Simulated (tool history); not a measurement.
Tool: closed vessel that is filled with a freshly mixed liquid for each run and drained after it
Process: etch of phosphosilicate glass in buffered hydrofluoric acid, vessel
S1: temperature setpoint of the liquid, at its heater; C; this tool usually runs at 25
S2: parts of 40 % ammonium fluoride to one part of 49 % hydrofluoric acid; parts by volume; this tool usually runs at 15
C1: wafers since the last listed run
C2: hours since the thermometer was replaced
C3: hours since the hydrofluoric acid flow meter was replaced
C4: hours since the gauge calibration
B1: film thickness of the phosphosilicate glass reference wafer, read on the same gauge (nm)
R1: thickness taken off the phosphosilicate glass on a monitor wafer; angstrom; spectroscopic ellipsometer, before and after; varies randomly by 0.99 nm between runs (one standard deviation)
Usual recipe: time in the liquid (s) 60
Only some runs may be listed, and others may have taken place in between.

{"run": 1, "hour": 0.0, "S1": 25, "S2": 15, "time in the liquid (s)": 60, "C1": 0, "C2": 954.3, "C3": 1586.2, "C4": 100.4, "B1": 100.01, "R1": 1810.7}
{"run": 2, "hour": 8.4, "S1": 25, "S2": 15, "time in the liquid (s)": 60, "C1": 748, "C2": 962.7, "C3": 1594.6, "C4": 108.8, "B1": 100, "R1": 1816.2}
{"run": 3, "hour": 17.7, "S1": 25, "S2": 15, "time in the liquid (s)": 60, "C1": 828, "C2": 972, "C3": 1603.9, "C4": 118.1, "B1": 99.98, "R1": 1796.6}
{"run": 4, "hour": 23.7, "S1": 25, "S2": 15, "time in the liquid (s)": 50, "C1": 534, "C2": 978, "C3": 1609.9, "C4": 124.1, "B1": 99.99, "R1": 1493.6}
{"run": 5, "hour": 32.6, "S1": 25, "S2": 15, "time in the liquid (s)": 50, "C1": 793, "C2": 986.9, "C3": 1618.8, "C4": 133, "B1": 100, "R1": 1512.6}
{"run": 6, "hour": 38.7, "S1": 25, "S2": 15, "time in the liquid (s)": 60, "C1": 543, "C2": 993, "C3": 1624.9, "C4": 139.1, "B1": 99.98, "R1": 1814.1}
{"run": 7, "hour": 55.0, "S1": 25, "S2": 15, "time in the liquid (s)": 60, "C1": 1452, "C2": 1009.3, "C3": 1641.2, "C4": 155.4, "B1": 99.98, "R1": 1803.6}
{"run": 8, "hour": 64.7, "S1": 25, "S2": 15, "time in the liquid (s)": 60, "C1": 864, "C2": 1019, "C3": 1650.9, "C4": 165.1, "B1": 100, "R1": 1810.4}
{"run": 9, "hour": 70.8, "S1": 25, "S2": 9.5, "time in the liquid (s)": 60, "C1": 543, "C2": 1025.1, "C3": 1657, "C4": 171.2, "B1": 100.02, "R1": 2785.3}
{"run": 10, "hour": 82.0, "S1": 27.5, "S2": 17.5, "time in the liquid (s)": 85, "C1": 998, "C2": 1036.3, "C3": 1668.2, "C4": 182.4, "B1": 99.97, "R1": 2525.8}
{"run": 11, "hour": 95.9, "S1": 25, "S2": 10.5, "time in the liquid (s)": 40, "C1": 1238, "C2": 1050.2, "C3": 1682.1, "C4": 196.3, "B1": 99.99, "R1": 1717.8}
{"run": 12, "hour": 104.8, "S1": 28, "S2": 15, "time in the liquid (s)": 60, "C1": 793, "C2": 1059.1, "C3": 1691, "C4": 205.2, "B1": 100.02, "R1": 2152.1}
{"run": 13, "hour": 124.8, "S1": 20, "S2": 15, "time in the liquid (s)": 45, "C1": 1782, "C2": 1079.1, "C3": 1711, "C4": 225.2, "B1": 99.98, "R1": 1029.6}
{"run": 14, "hour": 140.9, "S1": 27.5, "S2": 15, "time in the liquid (s)": 40, "C1": 1434, "C2": 1095.2, "C3": 1727.1, "C4": 241.3, "B1": 100.01, "R1": 1391}
{"run": 15, "hour": 150.4, "S1": 23, "S2": 12, "time in the liquid (s)": 40, "C1": 846, "C2": 1104.7, "C3": 1736.6, "C4": 250.8, "B1": 99.98, "R1": 1358}
{"run": 16, "hour": 165.1, "S1": 29, "S2": 10, "time in the liquid (s)": 60, "C1": 1310, "C2": 1119.4, "C3": 1751.3, "C4": 265.5, "B1": 100.01, "R1": 3346.8}
{"hour": 170.1, "done": "hydrofluoric acid flow meter replaced"}
{"run": 17, "hour": 179.9, "S1": 21, "S2": 13.5, "time in the liquid (s)": 30, "C1": 1229, "C2": 1134.2, "C3": 9.8, "C4": 280.3, "B1": 100, "R1": 803}
{"run": 18, "hour": 194.9, "S1": 25, "S2": 15, "time in the liquid (s)": 60, "C1": 1336, "C2": 1149.2, "C3": 24.8, "C4": 295.3, "B1": 100, "R1": 1815.1}
{"hour": 208.4, "done": "gauge calibrated"}
{"run": 19, "hour": 209.5, "S1": 29, "S2": 11.5, "time in the liquid (s)": 30, "C1": 1301, "C2": 1163.8, "C3": 39.4, "C4": 1.1, "B1": 100.03, "R1": 1465.5}
{"run": 20, "hour": 220.9, "S1": 25, "S2": 15, "time in the liquid (s)": 60, "C1": 1016, "C2": 1175.2, "C3": 50.8, "C4": 12.5, "B1": 99.98, "R1": 1834.1}
{"run": 21, "hour": 229.4, "S1": 27, "S2": 17, "time in the liquid (s)": 60, "C1": 757, "C2": 1183.7, "C3": 59.3, "C4": 21, "B1": 99.99, "R1": 1782.7}
{"hour": 244.5, "done": "thermometer replaced"}
{"run": 22, "hour": 261.9, "S1": 22.5, "S2": 12, "time in the liquid (s)": 60, "C1": 2807, "C2": 17.4, "C3": 91.8, "C4": 53.5, "B1": 100.02, "R1": 1908}
{"run": 23, "hour": 275.0, "S1": 20.5, "S2": 15, "time in the liquid (s)": 60, "C1": 1167, "C2": 30.5, "C3": 104.9, "C4": 66.6, "B1": 100.01, "R1": 1355.3}
{"run": 24, "hour": 284.8, "S1": 20.5, "S2": 15, "time in the liquid (s)": 80, "C1": 873, "C2": 40.3, "C3": 114.7, "C4": 76.4, "B1": 100.03, "R1": 1821.1}
{"run": 25, "hour": 292.1, "S1": 25, "S2": 12, "time in the liquid (s)": 60, "C1": 650, "C2": 47.6, "C3": 122, "C4": 83.7, "B1": 100.02, "R1": 2184}
{"run": 26, "hour": 305.1, "S1": 25, "S2": 15, "time in the liquid (s)": 60, "C1": 1158, "C2": 60.6, "C3": 135, "C4": 96.7, "B1": 99.99, "R1": 1735.7}
{"run": 27, "hour": 315.6, "S1": 21, "S2": 15, "time in the liquid (s)": 50, "C1": 935, "C2": 71.1, "C3": 145.5, "C4": 107.2, "B1": 99.98, "R1": 1171.7}
{"run": 28, "hour": 328.2, "S1": 29, "S2": 10, "time in the liquid (s)": 60, "C1": 1123, "C2": 83.7, "C3": 158.1, "C4": 119.8, "B1": 100.02, "R1": 3238.4}
{"run": 29, "hour": 343.7, "S1": 29.5, "S2": 9.5, "time in the liquid (s)": 60, "C1": 1381, "C2": 99.2, "C3": 173.6, "C4": 135.3, "B1": 100.02, "R1": 3391.4}
{"run": 30, "hour": 360.1, "S1": 25, "S2": 15, "time in the liquid (s)": 35, "C1": 1461, "C2": 115.6, "C3": 190, "C4": 151.7, "B1": 99.98, "R1": 1028.5}
{"run": 31, "hour": 396.1, "S1": 25, "S2": 15, "time in the liquid (s)": 60, "C1": 3208, "C2": 151.6, "C3": 226, "C4": 187.7, "B1": 100.03, "R1": 1759.3}
{"run": 32, "hour": 436.5, "S1": 29, "S2": 19, "time in the liquid (s)": 90, "C1": 3600, "C2": 192, "C3": 266.4, "C4": 228.1, "B1": 100.02, "R1": 2569.9}

Difference, measured minus no-hidden-state, one row per run. Run-to-run variation is common to both terms; the gauge's own scatter need not be:
What the log doesn't record here: liquid hotter than its thermometer reads (K); hydrofluoric acid flow above the setpoint (%); gauge reads high (%).
run=1 R1=+75.8
run=2 R1=+76.9
run=3 R1=+77.1
run=4 R1=+64.1
run=5 R1=+65.7
run=6 R1=+78.8
run=7 R1=+80.2
run=8 R1=+81.4
run=9 R1=+124.9
run=10 R1=+113.2
run=11 R1=+78.8
run=12 R1=+98.3
run=13 R1=+50
run=14 R1=+65.8
run=15 R1=+66.7
run=16 R1=+159.9
run=17 R1=+40.8
run=18 R1=+90.9
run=19 R1=+72.3
run=20 R1=+93.8
run=21 R1=+91.1
run=22 R1=+17.8
run=23 R1=+13.5
run=24 R1=+19.2
run=25 R1=+23.6
run=26 R1=+19.7
run=27 R1=+13.6
run=28 R1=+39
run=29 R1=+42.5
run=30 R1=+13.9
run=31 R1=+26.5
run=32 R1=+41.9
